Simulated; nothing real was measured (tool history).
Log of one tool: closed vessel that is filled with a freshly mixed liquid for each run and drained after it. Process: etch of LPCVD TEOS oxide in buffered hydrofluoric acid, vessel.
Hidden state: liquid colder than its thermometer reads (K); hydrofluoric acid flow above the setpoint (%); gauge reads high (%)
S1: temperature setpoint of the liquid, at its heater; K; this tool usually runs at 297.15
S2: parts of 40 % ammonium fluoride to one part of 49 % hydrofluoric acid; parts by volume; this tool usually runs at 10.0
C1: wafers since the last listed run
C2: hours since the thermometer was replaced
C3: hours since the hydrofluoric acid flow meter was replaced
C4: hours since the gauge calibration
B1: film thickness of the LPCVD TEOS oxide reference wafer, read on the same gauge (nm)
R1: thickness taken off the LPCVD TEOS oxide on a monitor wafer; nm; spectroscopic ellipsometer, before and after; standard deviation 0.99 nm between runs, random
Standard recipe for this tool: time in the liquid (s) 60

run 1 hour=0.0 | S1=297.15 S2=13.0 time_in_the_liquid_(s)=80 | C1=0 C2=932.9 C3=1979.8 C4=2849.8 | B1=49.99 | R1=157.04
run 2 hour=98.5 | S1=293.15 S2=7.0 time_in_the_liquid_(s)=60 | C1=10002 C2=1031.4 C3=2078.3 C4=2948.3 | B1=49.99 | R1=168.84
run 3 hour=183.2 | S1=293.15 S2=7.0 time_in_the_liquid_(s)=60 | C1=8600 C2=1116.1 C3=2163.0 C4=3033.0 | B1=50.00 | R1=168.83
run 4 hour=238.6 | S1=293.15 S2=7.0 time_in_the_liquid_(s)=60 | C1=5625 C2=1171.5 C3=2218.4 C4=3088.4 | B1=50.00 | R1=171.94
run 5 hour=282.7 | S1=297.15 S2=10.0 time_in_the_liquid_(s)=40 | C1=4478 C2=1215.6 C3=2262.5 C4=3132.5 | B1=50.01 | R1=98.15
-- hour=318.2 hydrofluoric acid flow meter replaced
run 6 hour=354.9 | S1=297.15 S2=10.0 time_in_the_liquid_(s)=40 | C1=7230 C2=1287.8 C3=36.7 C4=3204.7 | B1=50.01 | R1=91.39
run 7 hour=441.8 | S1=297.15 S2=10.0 time_in_the_liquid_(s)=40 | C1=8824 C2=1374.7 C3=123.6 C4=3291.6 | B1=50.00 | R1=91.14
run 8 hour=547.3 | S1=297.15 S2=13.0 time_in_the_liquid_(s)=50 | C1=10713 C2=1480.2 C3=229.1 C4=3397.1 | B1=50.02 | R1=91.01
-- hour=608.6 thermometer replaced
run 9 hour=766.9 | S1=297.15 S2=10.0 time_in_the_liquid_(s)=50 | C1=22197 C2=158.3 C3=448.7 C4=3616.7 | B1=50.01 | R1=114.94
run 10 hour=838.9 | S1=297.15 S2=7.0 time_in_the_liquid_(s)=60 | C1=7311 C2=230.3 C3=520.7 C4=3688.7 | B1=49.99 | R1=194.58
run 11 hour=905.9 | S1=297.15 S2=10.0 time_in_the_liquid_(s)=50 | C1=6803 C2=297.3 C3=587.7 C4=3755.7 | B1=50.00 | R1=116.88
run 12 hour=1007.8 | S1=294.65 S2=7.5 time_in_the_liquid_(s)=70 | C1=10347 C2=399.2 C3=689.6 C4=3857.6 | B1=50.00 | R1=191.08
run 13 hour=1046.1 | S1=297.15 S2=10.0 time_in_the_liquid_(s)=60 | C1=3889 C2=437.5 C3=727.9 C4=3895.9 | B1=50.00 | R1=142.07
run 14 hour=1343.4 | S1=297.15 S2=10.0 time_in_the_liquid_(s)=60 | C1=30189 C2=734.8 C3=1025.2 C4=4193.2 | B1=49.99 | R1=142.98
run 15 hour=1427.7 | S1=297.15 S2=10.0 time_in_the_liquid_(s)=60 | C1=8560 C2=819.1 C3=1109.5 C4=4277.5 | B1=49.99 | R1=145.02
run 16 hour=1516.4 | S1=297.15 S2=12.0 time_in_the_liquid_(s)=60 | C1=9007 C2=907.8 C3=1198.2 C4=4366.2 | B1=50.01 | R1=122.26
run 17 hour=1589.8 | S1=293.15 S2=10.0 time_in_the_liquid_(s)=60 | C1=7453 C2=981.2 C3=1271.6 C4=4439.6 | B1=49.99 | R1=114.87
run 18 hour=1761.0 | S1=297.15 S2=10.0 time_in_the_liquid_(s)=60 | C1=17384 C2=1152.4 C3=1442.8 C4=4610.8 | B1=49.99 | R1=143.52
-- hour=1813.0 gauge calibrated
run 19 hour=1958.6 | S1=295.65 S2=7.5 time_in_the_liquid_(s)=60 | C1=20065 C2=1350.0 C3=1640.4 C4=145.6 | B1=50.01 | R1=179.69
-- hour=2029.4 thermometer replaced
run 20 hour=2042.7 | S1=295.65 S2=12.0 time_in_the_liquid_(s)=40 | C1=8438 C2=13.3 C3=1724.5 C4=229.7 | B1=49.99 | R1=77.49
run 21 hour=2086.1 | S1=297.15 S2=10.0 time_in_the_liquid_(s)=70 | C1=4407 C2=56.7 C3=1767.9 C4=273.1 | B1=50.00 | R1=167.87
run 22 hour=2155.9 | S1=299.15 S2=10.0 time_in_the_liquid_(s)=85 | C1=7087 C2=126.5 C3=1837.7 C4=342.9 | B1=49.99 | R1=228.40
run 23 hour=2250.2 | S1=298.65 S2=7.5 time_in_the_liquid_(s)=60 | C1=9575 C2=220.8 C3=1932.0 C4=437.2 | B1=50.02 | R1=212.71
run 24 hour=2334.1 | S1=299.15 S2=6.5 time_in_the_liquid_(s)=45 | C1=8519 C2=304.7 C3=2015.9 C4=521.1 | B1=49.99 | R1=186.58
run 25 hour=2430.4 | S1=297.15 S2=6.5 time_in_the_liquid_(s)=60 | C1=9778 C2=401.0 C3=2112.2 C4=617.4 | B1=50.02 | R1=224.62
run 26 hour=2537.1 | S1=302.15 S2=10.0 time_in_the_liquid_(s)=60 | C1=10834 C2=507.7 C3=2218.9 C4=724.1 | B1=49.99 | R1=191.02
run 27 hour=2600.5 | S1=298.65 S2=9.0 time_in_the_liquid_(s)=40 | C1=6437 C2=571.1 C3=2282.3 C4=787.5 | B1=50.01 | R1=118.85
-- hour=2614.9 hydrofluoric acid flow meter replaced
run 28 hour=2688.6 | S1=297.15 S2=10.0 time_in_the_liquid_(s)=30 | C1=8844 C2=659.2 C3=73.7 C4=875.6 | B1=49.99 | R1=69.41
run 29 hour=2796.6 | S1=297.15 S2=12.5 time_in_the_liquid_(s)=35 | C1=10966 C2=767.2 C3=181.7 C4=983.6 | B1=50.00 | R1=64.64
run 30 hour=2833.5 | S1=297.15 S2=7.5 time_in_the_liquid_(s)=60 | C1=3747 C2=804.1 C3=218.6 C4=1020.5 | B1=49.99 | R1=179.68
run 31 hour=2918.6 | S1=297.15 S2=13.5 time_in_the_liquid_(s)=90 | C1=8641 C2=889.2 C3=303.7 C4=1105.6 | B1=50.00 | R1=157.10
run 32 hour=2971.7 | S1=300.65 S2=11.0 time_in_the_liquid_(s)=60 | C1=5392 C2=942.3 C3=356.8 C4=1158.7 | B1=49.99 | R1=154.86
run 33 hour=3068.5 | S1=297.15 S2=10.0 time_in_the_liquid_(s)=45 | C1=9829 C2=1039.1 C3=453.6 C4=1255.5 | B1=49.99 | R1=104.79

For some of the steps in R1 from one run to the next: how much would appear even if the tool had no hidden state, given the settings, what came in and random variation, and how much remains for the hidden state plus any gauge scatter that the measured result and the result without hidden state don't share?
Run 4 -> 5: S1 293.15 -> 297.15, S2 7.0 -> 10.0, time in the liquid (s) 60 -> 40. R1 -73.79 nm: hidden state -8.80, all else -64.99.
Run 19 -> 20: S2 7.5 -> 12.0, time in the liquid (s) 60 -> 40, thermometer replaced. R1 -102.20 nm: hidden state -8.88, all else -93.32.
Run 20 -> 21: S1 295.65 -> 297.15, S2 12.0 -> 10.0, time in the liquid (s) 40 -> 70. R1 +90.38 nm: hidden state +2.92, all else +87.46.
Run 27 -> 28: S1 298.65 -> 297.15, S2 9.0 -> 10.0, time in the liquid (s) 40 -> 30, hydrofluoric acid flow meter replaced. R1 -49.44 nm: hidden state -13.51, all else -35.93.
Run 29 -> 30: S2 12.5 -> 7.5, time in the liquid (s) 35 -> 60. R1 +115.04 nm: hidden state +2.09, all else +112.95.
